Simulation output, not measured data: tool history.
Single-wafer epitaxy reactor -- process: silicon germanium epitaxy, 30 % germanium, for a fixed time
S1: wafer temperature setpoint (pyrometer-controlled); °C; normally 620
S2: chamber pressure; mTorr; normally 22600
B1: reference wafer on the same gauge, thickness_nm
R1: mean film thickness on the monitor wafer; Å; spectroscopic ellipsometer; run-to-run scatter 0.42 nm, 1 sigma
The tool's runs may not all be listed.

run,hour,S1,S2,B1,R1
1,0.0,620,22600,72.618,906.24
2,98.6,620,22600,72.527,905.68
3,194.8,620,22600,72.685,912.82
4,246.6,620,22600,72.638,911.66
5,354.0,620,22600,72.543,917.03
6,436.4,620,22600,72.685,919.88
7,513.1,620,22600,72.721,923.42
8,610.6,620,18900,72.534,859.49
9,669.6,620,18900,72.689,858.42
10,735.7,620,22600,72.655,933.59
11,841.9,611,18500,72.526,739.74
12,888.7,611,18500,72.596,746.98
# hour 916.4: showerhead replaced
13,949.8,620,22600,72.625,939.24
# hour 959.5: capacitance manometer re-zeroed and calibrated
# hour 978.1: pyrometer calibrated
14,1007.5,620,19900,72.639,822.25
15,1089.7,606,19800,72.557,666.00
16,1143.1,627,20000,72.624,947.08
# hour 1146.9: gauge calibrated
17,1206.7,620,22600,72.572,880.37
18,1252.7,620,22600,72.635,890.42
19,1317.5,620,19500,72.605,836.53
20,1400.2,620,22600,72.541,897.79
21,1504.8,620,20500,72.624,864.54
22,1593.3,634,25800,72.543,1196.75
23,1634.8,629,24600,72.649,1087.71
24,1698.3,634,25600,72.654,1198.24
25,1752.9,634,21000,72.430,1103.88
26,1823.9,620,22600,72.493,919.67
27,1918.1,610,24900,72.559,815.60

Run 28 is up next; what results do you expect?
28,1966.2,632,20600,?,?

For run 28 the tool returned B1 72.622, R1 1081.06 Å.
Had the tool carried no hidden state, the very same run would have given R1 1015.20 Å.
